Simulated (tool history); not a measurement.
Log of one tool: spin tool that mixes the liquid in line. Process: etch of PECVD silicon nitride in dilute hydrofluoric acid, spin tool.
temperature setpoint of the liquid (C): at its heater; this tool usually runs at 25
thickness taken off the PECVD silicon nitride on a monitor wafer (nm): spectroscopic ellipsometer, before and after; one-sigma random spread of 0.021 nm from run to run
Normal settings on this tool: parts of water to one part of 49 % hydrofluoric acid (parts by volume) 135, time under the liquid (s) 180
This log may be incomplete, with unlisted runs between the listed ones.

run	hour	temperature setpoint of the liquid (C)	parts of water to one part of 49 % hydrofluoric acid (parts by volume)	time under the liquid (s)	read-back film thickness of the PECVD silicon nitride reference wafer, read on the same gauge (nm)	thickness taken off the PECVD silicon nitride on a monitor wafer (nm)
1	0	25	135	180	40.014	3.288
2	30.5	25	135	180	40	3.281
3	58.2	25	135	180	39.998	3.305
4	70.7	25	135	180	40.004	3.358
5	120.9	25	80	180	40.008	5.561
6	139.1	25	80	180	40.017	5.646
7	156.4	25	135	180	40.018	3.315
8	192.3	25	135	180	40.002	3.41
9	222.1	25	135	180	39.998	3.408
# hour 229.1: thermometer replaced
10	241.5	25	135	180	39.997	2.948
11	259.4	25	135	180	39.979	2.892
12	287	25	135	180	40.003	2.949
13	307	25	135	180	39.972	2.925

What does the tool deliver on the next run?
14	336.1	20	175	180	?	?

Run 14 came out at read-back film thickness of the PECVD silicon nitride reference wafer, read on the same gauge (nm) 40.007, thickness taken off the PECVD silicon nitride on a monitor wafer (nm) 1.667.
Without the tool's hidden state the same run would have given thickness taken off the PECVD silicon nitride on a monitor wafer (nm) 1.464.
